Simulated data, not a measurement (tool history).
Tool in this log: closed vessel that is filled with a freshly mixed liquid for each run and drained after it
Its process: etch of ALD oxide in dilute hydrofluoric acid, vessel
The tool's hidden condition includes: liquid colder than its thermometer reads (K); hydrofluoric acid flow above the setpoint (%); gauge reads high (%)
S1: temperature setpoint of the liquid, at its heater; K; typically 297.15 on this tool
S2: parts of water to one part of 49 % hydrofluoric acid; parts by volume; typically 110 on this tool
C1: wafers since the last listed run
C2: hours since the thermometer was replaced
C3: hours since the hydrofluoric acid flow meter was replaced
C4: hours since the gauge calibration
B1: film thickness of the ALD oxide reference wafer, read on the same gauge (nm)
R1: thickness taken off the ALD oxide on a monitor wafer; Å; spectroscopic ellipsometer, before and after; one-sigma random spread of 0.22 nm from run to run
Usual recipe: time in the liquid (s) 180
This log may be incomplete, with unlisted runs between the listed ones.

{"run": 1, "day": 0.0, "S1": 297.15, "S2": 110, "time in the liquid (s)": 180, "C1": 0, "C2": 484.9, "C3": 1265.0, "C4": 223.4, "B1": 110.0, "R1": 370.3}
{"run": 2, "day": 1.033, "S1": 297.15, "S2": 110, "time in the liquid (s)": 180, "C1": 3129, "C2": 509.7, "C3": 1289.8, "C4": 248.2, "B1": 109.97, "R1": 367.7}
{"run": 3, "day": 1.625, "S1": 297.15, "S2": 110, "time in the liquid (s)": 180, "C1": 1792, "C2": 523.9, "C3": 1304.0, "C4": 262.4, "B1": 109.98, "R1": 368.7}
{"run": 4, "day": 2.642, "S1": 297.15, "S2": 110, "time in the liquid (s)": 180, "C1": 3079, "C2": 548.3, "C3": 1328.4, "C4": 286.8, "B1": 109.98, "R1": 367.5}
{"run": 5, "day": 3.833, "S1": 295.15, "S2": 110, "time in the liquid (s)": 180, "C1": 3609, "C2": 576.9, "C3": 1357.0, "C4": 315.4, "B1": 110.0, "R1": 334.8}
{"run": 6, "day": 4.55, "S1": 295.15, "S2": 110, "time in the liquid (s)": 180, "C1": 2170, "C2": 594.1, "C3": 1374.2, "C4": 332.6, "B1": 110.04, "R1": 333.2}
{"run": 7, "day": 5.879, "S1": 297.15, "S2": 110, "time in the liquid (s)": 180, "C1": 4025, "C2": 626.0, "C3": 1406.1, "C4": 364.5, "B1": 110.03, "R1": 362.9}
{"run": 8, "day": 6.954, "S1": 297.15, "S2": 110, "time in the liquid (s)": 155, "C1": 3255, "C2": 651.8, "C3": 1431.9, "C4": 390.3, "B1": 110.02, "R1": 312.2}
{"run": 9, "day": 8.275, "S1": 297.15, "S2": 110, "time in the liquid (s)": 155, "C1": 4000, "C2": 683.5, "C3": 1463.6, "C4": 422.0, "B1": 110.02, "R1": 310.9}
{"run": 10, "day": 9.442, "S1": 294.15, "S2": 110, "time in the liquid (s)": 140, "C1": 3533, "C2": 711.5, "C3": 1491.6, "C4": 450.0, "B1": 110.0, "R1": 246.7}
{"run": 11, "day": 10.008, "S1": 294.15, "S2": 110, "time in the liquid (s)": 140, "C1": 1716, "C2": 725.1, "C3": 1505.2, "C4": 463.6, "B1": 109.99, "R1": 247.3}
{"run": 12, "day": 10.788, "S1": 294.15, "S2": 110, "time in the liquid (s)": 140, "C1": 2359, "C2": 743.8, "C3": 1523.9, "C4": 482.3, "B1": 110.01, "R1": 247.8}
{"day": 11.258, "done": "hydrofluoric acid flow meter replaced"}
{"run": 13, "day": 11.842, "S1": 297.15, "S2": 110, "time in the liquid (s)": 180, "C1": 3066, "C2": 769.1, "C3": 14.0, "C4": 507.6, "B1": 109.99, "R1": 357.7}
{"run": 14, "day": 12.588, "S1": 297.15, "S2": 110, "time in the liquid (s)": 180, "C1": 2258, "C2": 787.0, "C3": 31.9, "C4": 525.5, "B1": 110.01, "R1": 355.1}
{"run": 15, "day": 13.429, "S1": 297.15, "S2": 110, "time in the liquid (s)": 180, "C1": 2549, "C2": 807.2, "C3": 52.1, "C4": 545.7, "B1": 110.02, "R1": 352.4}
{"day": 13.617, "done": "gauge calibrated"}
{"run": 16, "day": 14.75, "S1": 295.15, "S2": 80, "time in the liquid (s)": 245, "C1": 4000, "C2": 838.9, "C3": 83.8, "C4": 27.2, "B1": 109.99, "R1": 638.4}
{"run": 17, "day": 15.9, "S1": 297.15, "S2": 110, "time in the liquid (s)": 120, "C1": 3483, "C2": 866.5, "C3": 111.4, "C4": 54.8, "B1": 110.03, "R1": 234.7}
{"run": 18, "day": 16.85, "S1": 297.15, "S2": 110, "time in the liquid (s)": 180, "C1": 2877, "C2": 889.3, "C3": 134.2, "C4": 77.6, "B1": 109.96, "R1": 353.7}
{"run": 19, "day": 18.283, "S1": 300.65, "S2": 140, "time in the liquid (s)": 85, "C1": 4341, "C2": 923.7, "C3": 168.6, "C4": 112.0, "B1": 110.0, "R1": 144.6}
{"run": 20, "day": 18.958, "S1": 298.65, "S2": 150, "time in the liquid (s)": 105, "C1": 2044, "C2": 939.9, "C3": 184.8, "C4": 128.2, "B1": 109.98, "R1": 153.4}
{"day": 19.879, "done": "thermometer replaced"}
{"run": 21, "day": 20.204, "S1": 294.15, "S2": 85, "time in the liquid (s)": 255, "C1": 3647, "C2": 7.8, "C3": 214.7, "C4": 158.1, "B1": 110.01, "R1": 640.8}
{"run": 22, "day": 20.892, "S1": 297.15, "S2": 85, "time in the liquid (s)": 180, "C1": 2082, "C2": 24.3, "C3": 231.2, "C4": 174.6, "B1": 109.98, "R1": 517.6}
{"run": 23, "day": 21.833, "S1": 301.15, "S2": 85, "time in the liquid (s)": 90, "C1": 2852, "C2": 46.9, "C3": 253.8, "C4": 197.2, "B1": 109.98, "R1": 301.2}
{"run": 24, "day": 22.854, "S1": 297.15, "S2": 110, "time in the liquid (s)": 155, "C1": 3091, "C2": 71.4, "C3": 278.3, "C4": 221.7, "B1": 110.02, "R1": 332.9}

Predict the results of run 25:
{"run": 25, "day": 23.733, "S1": 301.15, "S2": 85, "time in the liquid (s)": 95, "C1": 2662, "C2": 92.5, "C3": 299.4, "C4": 242.8, "B1": "?", "R1": "?"}

B1: 110.01
R1: 311.8 Å
On a tool with no hidden condition, and with the same random variation, this run would have come out at R1 315.6 Å.
